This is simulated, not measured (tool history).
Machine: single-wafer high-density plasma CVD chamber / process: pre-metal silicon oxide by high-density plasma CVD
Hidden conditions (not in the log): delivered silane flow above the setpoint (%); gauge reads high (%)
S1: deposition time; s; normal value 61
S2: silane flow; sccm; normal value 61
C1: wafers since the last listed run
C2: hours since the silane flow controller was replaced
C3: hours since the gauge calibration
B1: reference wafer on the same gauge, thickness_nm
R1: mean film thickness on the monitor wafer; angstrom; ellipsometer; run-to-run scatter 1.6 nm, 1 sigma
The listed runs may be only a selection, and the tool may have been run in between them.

| run | day | S1 | S2 | C1 | C2 | C3 | B1 | R1 |
|---|---|---|---|---|---|---|---|---|
| 1 | 0 | 61 | 65 | 0 | 3836.4 | 2667 | 305.831 | 3974.26 |
| 2 | 2.212 | 61 | 65 | 956 | 3889.5 | 2720.1 | 306.251 | 4006.18 |
| 3 | 6.6 | 61 | 61 | 1896 | 3994.8 | 2825.4 | 305.943 | 3757.04 |
| 4 | 8.633 | 61 | 61 | 878 | 4043.6 | 2874.2 | 306.021 | 3766.81 |
| 5 | 12.296 | 70.6 | 68 | 1582 | 4131.5 | 2962.1 | 305.943 | 4817.2 |
| 6 | 25.167 | 68.3 | 61 | 5562 | 4440.4 | 3271 | 305.971 | 4241.42 |
| 7 | 27.071 | 61 | 61 | 822 | 4486.1 | 3316.7 | 305.824 | 3734.71 |
| 8 | 31.279 | 61 | 61 | 1818 | 4587.1 | 3417.7 | 306.453 | 3755.23 |
| 9 | 33.988 | 61 | 61 | 1170 | 4652.1 | 3482.7 | 306.425 | 3795.53 |
| 10 | 36.292 | 61 | 61 | 995 | 4707.4 | 3538 | 306.255 | 3778.97 |
| 11 | 39.75 | 65.3 | 52 | 1494 | 4790.4 | 3621 | 306.182 | 3488.14 |
| 12 | 42.271 | 65.3 | 52 | 1089 | 4850.9 | 3681.5 | 305.886 | 3486.23 |
| 13 | 53.3 | 61 | 57 | 4766 | 5115.6 | 3946.2 | 306.093 | 3536.53 |
| 14 | 57.046 | 61 | 61 | 1618 | 5205.5 | 4036.1 | 306.147 | 3749.53 |
| 15 | 60.692 | 61 | 69 | 1575 | 5293 | 4123.6 | 306.347 | 4217.71 |
|  | 64.271 | silane flow controller replaced |
| 16 | 64.708 | 61 | 69 | 1591 | 10.5 | 4220 | 306.136 | 4049.82 |
| 17 | 66.908 | 61 | 69 | 950 | 63.3 | 4272.8 | 305.709 | 4063.74 |
| 18 | 69.2 | 61 | 61 | 990 | 118.3 | 4327.8 | 305.803 | 3663.49 |
|  | 71.567 | gauge calibrated |
| 19 | 71.817 | 61 | 61 | 1130 | 181.1 | 6 | 305.589 | 3655.9 |
| 20 | 74.217 | 61 | 61 | 1037 | 238.7 | 63.6 | 306.12 | 3654.32 |
| 21 | 78.55 | 61 | 56 | 1872 | 342.7 | 167.6 | 306.011 | 3386.86 |
| 22 | 82.367 | 61 | 56 | 1649 | 434.3 | 259.2 | 306.266 | 3385.53 |
| 23 | 84.588 | 65.3 | 57 | 959 | 487.6 | 312.5 | 305.998 | 3687.22 |
| 24 | 86.658 | 54 | 57 | 895 | 537.3 | 362.2 | 305.921 | 3048.77 |
| 25 | 88.896 | 71.4 | 56 | 967 | 591 | 415.9 | 306.144 | 3984.12 |
| 26 | 92.017 | 68 | 73 | 1348 | 665.9 | 490.8 | 305.796 | 4859.54 |
| 27 | 95.004 | 68.7 | 49 | 1291 | 737.6 | 562.5 | 305.825 | 3382.19 |
| 28 | 100.146 | 67 | 61 | 2222 | 861 | 685.9 | 305.834 | 4054.44 |
| 29 | 101.679 | 50.2 | 73 | 662 | 897.8 | 722.7 | 305.935 | 3568.63 |
| 30 | 106.129 | 61 | 52 | 1923 | 1004.6 | 829.5 | 305.982 | 3188.5 |
| 31 | 108.525 | 61 | 61 | 1035 | 1062.1 | 887 | 305.867 | 3690.39 |
| 32 | 111 | 71.4 | 56 | 1069 | 1121.5 | 946.4 | 306.01 | 4002.89 |
| 33 | 113.333 | 65.9 | 58 | 1008 | 1177.5 | 1002.4 | 305.866 | 3801.75 |
| 34 | 115.783 | 53.8 | 70 | 1058 | 1236.3 | 1061.2 | 306.349 | 3734.43 |
| 35 | 117.325 | 68.6 | 61 | 666 | 1273.3 | 1098.2 | 306.089 | 4210.33 |
| 36 | 121.029 | 61 | 70 | 1600 | 1362.2 | 1187.1 | 305.79 | 4245.37 |
| 37 | 124.396 | 55.4 | 67 | 1455 | 1443 | 1267.9 | 306.145 | 3697.55 |
| 38 | 134.412 | 55.9 | 69 | 4329 | 1683.4 | 1508.3 | 305.474 | 3814.49 |
| 39 | 137.654 | 68.2 | 50 | 1401 | 1761.2 | 1586.1 | 305.816 | 3512.77 |
| 40 | 141.062 | 61 | 61 | 1473 | 1843 | 1667.9 | 306.055 | 3744.91 |
| 41 | 143.204 | 53 | 55 | 925 | 1894.4 | 1719.3 | 306.125 | 2948.76 |
| 42 | 144.762 | 61 | 61 | 673 | 1931.8 | 1756.7 | 306.313 | 3752.35 |
| 43 | 148.433 | 61 | 61 | 1586 | 2019.9 | 1844.8 | 306.344 | 3745.85 |
| 44 | 152.188 | 61 | 58 | 1622 | 2110 | 1934.9 | 305.986 | 3577.4 |
| 45 | 154.804 | 65.6 | 56 | 1130 | 2172.8 | 1997.7 | 306.469 | 3711.85 |
| 46 | 158.675 | 66.7 | 52 | 1672 | 2265.7 | 2090.6 | 305.965 | 3553.14 |

Entry by entry between the runs, the difference in hidden state between the last listed run before and the first listed run after:
Logged between run 15 and run 16: silane flow controller replaced (day 64.271)
  delivered silane flow above the setpoint (%): 4.42 -> 0.32
  what was measured, less what the result would be without the hidden state, R1: +163.3 -> +11.78 angstrom
Logged between run 18 and run 19: gauge calibrated (day 71.567)
  delivered silane flow above the setpoint (%): 0.615 -> 0.778
  what was measured, less what the result would be without the hidden state, R1: +20.43 -> +25.75 angstrom
